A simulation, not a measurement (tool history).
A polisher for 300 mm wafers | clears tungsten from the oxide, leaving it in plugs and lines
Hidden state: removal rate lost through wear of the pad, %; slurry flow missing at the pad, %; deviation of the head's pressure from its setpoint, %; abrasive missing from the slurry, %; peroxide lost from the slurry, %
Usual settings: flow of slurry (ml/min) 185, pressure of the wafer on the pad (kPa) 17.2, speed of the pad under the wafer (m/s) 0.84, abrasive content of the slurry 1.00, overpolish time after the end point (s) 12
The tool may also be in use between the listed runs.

run,hour,flow of slurry (ml/min),pressure of the wafer on the pad (kPa),speed of the pad under the wafer (m/s),abrasive content of the slurry,overpolish time after the end point (s),wafers since the last listed run,wafers polished on this pad,hours since the slurry nozzle was cleaned,hours since the head pressure was calibrated,hours since the slurry blender was calibrated,hours since the slurry got fresh peroxide,"incoming thickness of the incoming film, nm",time until the end point was called (s)
1,0.0,185,17.2,0.84,1.00,14,0,3796,304.2,160.5,487.7,534.4,278.8,120.6
# hour 66.8: worn pad replaced by a new one
2,68.4,185,17.2,0.84,1.00,14,381,9,372.6,228.9,556.1,602.8,280.6,122.5
# hour 142.2: slurry blender recalibrated
3,159.1,185,17.2,0.84,1.00,14,525,535,463.3,319.6,16.9,693.5,281.9,114.4
# hour 214.3: slurry tank refilled with fresh slurry and peroxide
4,217.1,185,17.2,0.84,1.00,7,337,873,521.3,377.6,74.9,2.8,283.4,117.4
5,309.0,185,13.1,0.94,0.75,17,544,1418,613.2,469.5,166.8,94.7,279.8,158.5
6,381.3,185,17.2,0.84,1.00,9,428,1846,685.5,541.8,239.1,167.0,282.6,121.4
# hour 392.8: slurry nozzle cleaned
7,452.1,235,17.2,0.84,0.90,12,413,2260,59.3,612.6,309.9,237.8,278.3,123.2
8,530.7,185,22.1,0.92,0.75,12,465,2726,137.9,691.2,388.5,316.4,280.1,99.9
9,621.7,185,17.2,0.84,1.00,15,539,3266,228.9,782.2,479.5,407.4,279.1,119.7
10,682.9,185,17.2,0.84,0.80,12,362,3629,290.1,843.4,540.7,468.6,275.4,128.2
# hour 687.6: head pressure recalibrated
# hour 824.0: worn pad replaced by a new one
# hour 872.7: slurry blender recalibrated
# hour 875.9: slurry tank refilled with fresh slurry and peroxide
11,906.0,185,17.2,0.84,1.00,14,1269,468,513.2,218.4,33.3,30.1,280.5,115.5
12,991.3,185,20.0,0.84,1.00,12,505,974,598.5,303.7,118.6,115.4,278.9,100.5
# hour 1079.1: slurry nozzle cleaned
13,1151.9,185,12.4,0.84,1.00,12,946,1920,72.8,464.3,279.2,276.0,281.2,166.3
14,1229.6,185,17.2,0.84,1.00,12,460,2380,150.5,542.0,356.9,353.7,283.8,120.5
15,1327.6,120,17.2,0.70,1.15,6,581,2961,248.5,640.0,454.9,451.7,279.3,144.9
16,1369.1,215,17.2,0.84,1.00,12,246,3207,290.0,681.5,496.4,493.2,284.8,119.7
17,1425.2,185,13.8,0.84,1.00,12,332,3540,346.1,737.6,552.5,549.3,278.8,151.6
18,1478.9,185,17.2,0.94,1.00,12,318,3858,399.8,791.3,606.2,603.0,280.4,108.7
# hour 1504.0: head pressure recalibrated
# hour 1514.6: worn pad replaced by a new one
19,1521.8,185,17.2,0.94,1.00,12,218,42,442.7,17.8,649.1,645.9,286.0,111.0
20,1602.0,185,22.1,0.84,1.00,12,475,518,522.9,98.0,729.3,726.1,283.5,96.7
# hour 1646.6: slurry blender recalibrated
# hour 1649.3: slurry tank refilled with fresh slurry and peroxide
21,1661.4,220,17.2,0.84,1.00,12,334,852,582.3,157.4,14.8,12.1,284.3,116.1
22,1743.6,185,17.2,0.84,1.30,12,487,1340,664.5,239.6,97.0,94.3,282.1,107.7
23,1807.5,145,15.9,0.84,0.90,6,378,1718,728.4,303.5,160.9,158.2,279.5,136.7
# hour 1811.7: slurry nozzle cleaned
24,1856.0,185,17.2,0.84,1.00,12,281,2000,44.3,352.0,209.4,206.7,283.3,122.2
25,1919.1,185,20.0,0.84,1.00,12,374,2374,107.4,415.1,272.5,269.8,281.1,102.6
26,2011.6,185,20.0,0.56,1.00,12,548,2923,199.9,507.6,365.0,362.3,282.2,152.2

Forecast each of these 4 alternatives for the next run:
A,2012.1,185,17.2,0.84,1.00,12,2,2925,200.4,508.1,365.5,362.8,279.7,?
B,2012.1,245,22.8,1.08,1.00,12,2,2925,200.4,508.1,365.5,362.8,279.7,?
C,2012.1,215,17.2,1.14,1.00,18,2,2925,200.4,508.1,365.5,362.8,279.7,?
D,2012.1,185,11.0,0.58,0.85,12,2,2925,200.4,508.1,365.5,362.8,279.7,?

run,time until the end point was called (s)
A,122.1
B,70.5
C,89.5
D,290.2
Without the tool's hidden state the same runs would have given:
run,time until the end point was called (s)
A,115.5
B,66.8
C,84.7
D,275.1
